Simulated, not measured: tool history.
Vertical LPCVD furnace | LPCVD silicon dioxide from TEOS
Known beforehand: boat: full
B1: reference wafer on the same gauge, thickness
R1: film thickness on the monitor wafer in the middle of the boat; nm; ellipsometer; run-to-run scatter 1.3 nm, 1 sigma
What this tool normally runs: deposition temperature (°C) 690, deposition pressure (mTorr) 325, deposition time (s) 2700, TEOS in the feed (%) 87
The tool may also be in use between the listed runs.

run 1 hour=0 | deposition_temperature_(°C)=694 deposition_pressure_(mTorr)=325 deposition_time_(s)=2700 TEOS_in_the_feed_(%)=87 | B1=259.99 | R1=373.07
-- hour=7.7 gauge calibrated
run 2 hour=66.5 | deposition_temperature_(°C)=694 deposition_pressure_(mTorr)=325 deposition_time_(s)=2700 TEOS_in_the_feed_(%)=87 | B1=260.25 | R1=375.43
run 3 hour=124.6 | deposition_temperature_(°C)=694 deposition_pressure_(mTorr)=325 deposition_time_(s)=2700 TEOS_in_the_feed_(%)=87 | B1=259.92 | R1=375.88
run 4 hour=430.2 | deposition_temperature_(°C)=690 deposition_pressure_(mTorr)=360 deposition_time_(s)=3330 TEOS_in_the_feed_(%)=87 | B1=259.97 | R1=448.71
-- hour=522.7 thermocouples replaced and temperature profile calibrated
run 5 hour=524.4 | deposition_temperature_(°C)=690 deposition_pressure_(mTorr)=325 deposition_time_(s)=2700 TEOS_in_the_feed_(%)=78 | B1=259.85 | R1=305.19
run 6 hour=611.5 | deposition_temperature_(°C)=690 deposition_pressure_(mTorr)=325 deposition_time_(s)=2700 TEOS_in_the_feed_(%)=87 | B1=260.02 | R1=322.7
run 7 hour=668.1 | deposition_temperature_(°C)=690 deposition_pressure_(mTorr)=325 deposition_time_(s)=2700 TEOS_in_the_feed_(%)=87 | B1=259.91 | R1=322.87

Expected results for the next run?
-- hour=764.1 TEOS flow controller replaced
run 8 hour=764.6 | deposition_temperature_(°C)=690 deposition_pressure_(mTorr)=325 deposition_time_(s)=2700 TEOS_in_the_feed_(%)=87 | B1=? | R1=?

{"run 8": {"B1": 260.01, "R1": 327.49}}
Were there no unlogged condition in the tool, this run, its random variation unchanged, would have produced R1 320.67 nm.

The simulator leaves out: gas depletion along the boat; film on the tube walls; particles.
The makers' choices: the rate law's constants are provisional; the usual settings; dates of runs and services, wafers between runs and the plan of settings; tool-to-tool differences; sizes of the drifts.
